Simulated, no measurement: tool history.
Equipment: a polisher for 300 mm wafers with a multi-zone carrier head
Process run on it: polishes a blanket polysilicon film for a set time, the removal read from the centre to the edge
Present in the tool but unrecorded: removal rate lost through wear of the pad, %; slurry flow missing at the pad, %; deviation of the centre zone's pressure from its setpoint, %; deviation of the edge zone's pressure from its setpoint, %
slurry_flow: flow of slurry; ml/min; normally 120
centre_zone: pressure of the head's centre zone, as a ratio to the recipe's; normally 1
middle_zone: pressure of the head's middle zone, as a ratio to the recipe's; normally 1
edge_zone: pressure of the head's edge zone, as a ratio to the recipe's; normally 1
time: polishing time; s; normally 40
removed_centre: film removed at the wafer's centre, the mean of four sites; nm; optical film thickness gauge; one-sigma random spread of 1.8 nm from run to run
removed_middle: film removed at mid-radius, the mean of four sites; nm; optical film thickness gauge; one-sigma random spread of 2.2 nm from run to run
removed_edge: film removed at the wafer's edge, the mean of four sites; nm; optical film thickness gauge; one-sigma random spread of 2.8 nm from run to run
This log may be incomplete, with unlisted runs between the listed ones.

| run | hour | slurry_flow | centre_zone | middle_zone | edge_zone | time | wafers since the last listed run | wafers polished on this pad | hours since the slurry nozzle was cleaned | hours since the centre zone pressure was calibrated | hours since the edge zone pressure was calibrated | hours since the carrier head's membrane was replaced | incoming thickness of the incoming film, nm | removed_centre | removed_middle | removed_edge |
|---|---|---|---|---|---|---|---|---|---|---|---|---|---|---|---|---|
| 1 | 0 | 120 | 1.03 | 1 | 1 | 40 | 0 | 3547 | 115.5 | 172 | 477.8 | 156.7 | 1379.9 | 172.5 | 172.3 | 163.7 |
| 2 | 33.6 | 120 | 1 | 0.97 | 1 | 49 | 403 | 3950 | 149.1 | 205.6 | 511.4 | 190.3 | 1362.9 | 206.4 | 202 | 203.3 |
|  | 51.6 | worn pad replaced by a new one |
| 3 | 75.7 | 120 | 1 | 0.97 | 1 | 49 | 457 | 289 | 191.2 | 247.7 | 553.5 | 232.4 | 1369.6 | 224.5 | 224.1 | 221.5 |
| 4 | 138.8 | 120 | 1.03 | 1 | 1 | 40 | 757 | 1046 | 254.3 | 310.8 | 616.6 | 295.5 | 1367.3 | 180.8 | 182 | 174.9 |
| 5 | 172.9 | 155 | 1.09 | 1 | 1 | 31 | 409 | 1456 | 288.4 | 344.9 | 650.7 | 329.6 | 1372.9 | 149.8 | 138.1 | 139.9 |
| 6 | 205.2 | 95 | 1.07 | 0.89 | 1 | 29 | 387 | 1843 | 320.7 | 377.2 | 683 | 361.9 | 1352 | 120.1 | 106.9 | 117.1 |
|  | 209.6 | slurry nozzle cleaned |
| 7 | 259.6 | 120 | 1.04 | 1 | 0.97 | 40 | 641 | 2484 | 50 | 431.6 | 737.4 | 416.3 | 1344.1 | 185.4 | 176.1 | 166.5 |
| 8 | 328.8 | 110 | 1 | 1 | 1.05 | 44 | 830 | 3315 | 119.2 | 500.8 | 806.6 | 485.5 | 1375.2 | 184.5 | 190.4 | 184.2 |
| 9 | 371.2 | 120 | 1 | 1 | 1.07 | 33 | 508 | 3824 | 161.6 | 543.2 | 849 | 527.9 | 1388.2 | 141.2 | 142.3 | 140.7 |
|  | 379.3 | worn pad replaced by a new one |
| 10 | 428.8 | 100 | 1 | 1.04 | 1 | 48 | 643 | 594 | 219.2 | 600.8 | 906.6 | 585.5 | 1376 | 207 | 223.1 | 211.5 |
|  | 439.3 | centre zone pressure recalibrated |
| 11 | 483.3 | 120 | 1.12 | 1 | 0.96 | 27 | 630 | 1224 | 273.7 | 44 | 961.1 | 640 | 1371.9 | 132.3 | 120.1 | 113.9 |
| 12 | 520 | 120 | 0.97 | 1.05 | 1 | 40 | 440 | 1665 | 310.4 | 80.7 | 997.8 | 676.7 | 1358 | 163.3 | 178 | 171.7 |
|  | 559.6 | slurry nozzle cleaned |
| 13 | 567.2 | 145 | 1.09 | 1 | 0.95 | 40 | 554 | 2220 | 7.6 | 127.9 | 1045 | 723.9 | 1368.7 | 199.8 | 186.4 | 173.3 |
|  | 585.6 | edge zone pressure recalibrated |
| 14 | 634.3 | 120 | 1 | 1 | 1.07 | 47 | 781 | 3001 | 74.7 | 195 | 48.7 | 791 | 1369.7 | 201.6 | 211.9 | 206.5 |
| 15 | 696.8 | 120 | 1 | 1 | 1 | 40 | 750 | 3751 | 137.2 | 257.5 | 111.2 | 853.5 | 1369.5 | 172.7 | 173.6 | 170.7 |
| 16 | 725.4 | 160 | 0.88 | 1.06 | 1 | 40 | 343 | 4095 | 165.8 | 286.1 | 139.8 | 882.1 | 1372 | 157.4 | 187.8 | 169.3 |
| 17 | 773 | 120 | 1 | 1 | 1 | 40 | 571 | 4666 | 213.4 | 333.7 | 187.4 | 929.7 | 1371.8 | 168.2 | 171.5 | 166.8 |
|  | 785 | worn pad replaced by a new one |
| 18 | 801 | 120 | 1 | 1 | 1 | 40 | 288 | 191 | 241.4 | 361.7 | 215.4 | 957.7 | 1370.7 | 186.1 | 188.5 | 183.6 |
| 19 | 865.6 | 120 | 0.92 | 0.94 | 0.89 | 36 | 775 | 967 | 306 | 426.3 | 280 | 1022.3 | 1379.5 | 142 | 150 | 149.9 |
| 20 | 893.3 | 120 | 1 | 1 | 1 | 40 | 332 | 1299 | 333.7 | 454 | 307.7 | 1050 | 1347.9 | 168 | 171.4 | 169.2 |
|  | 921.8 | slurry nozzle cleaned |
| 21 | 957.4 | 120 | 0.96 | 1.05 | 1 | 40 | 757 | 2057 | 35.6 | 518.1 | 371.8 | 1114.1 | 1375.3 | 171.3 | 189.7 | 177.6 |

Run 22, settings as shown, results not yet in. Your forecast:
|  | 963.6 | centre zone pressure recalibrated |
| 22 | 1012.8 | 120 | 1.12 | 1 | 0.96 | 27 | 641 | 2698 | 91 | 49.2 | 427.2 | 1169.5 | 1371.4 | ? | ? | ? |

removed_centre: 132.6 nm
removed_middle: 122.4 nm
removed_edge: 112.3 nm
Minus the tool's unlogged condition, the same run would have read removed_centre 148.1 nm, removed_middle 136.6 nm, removed_edge 125.1 nm.

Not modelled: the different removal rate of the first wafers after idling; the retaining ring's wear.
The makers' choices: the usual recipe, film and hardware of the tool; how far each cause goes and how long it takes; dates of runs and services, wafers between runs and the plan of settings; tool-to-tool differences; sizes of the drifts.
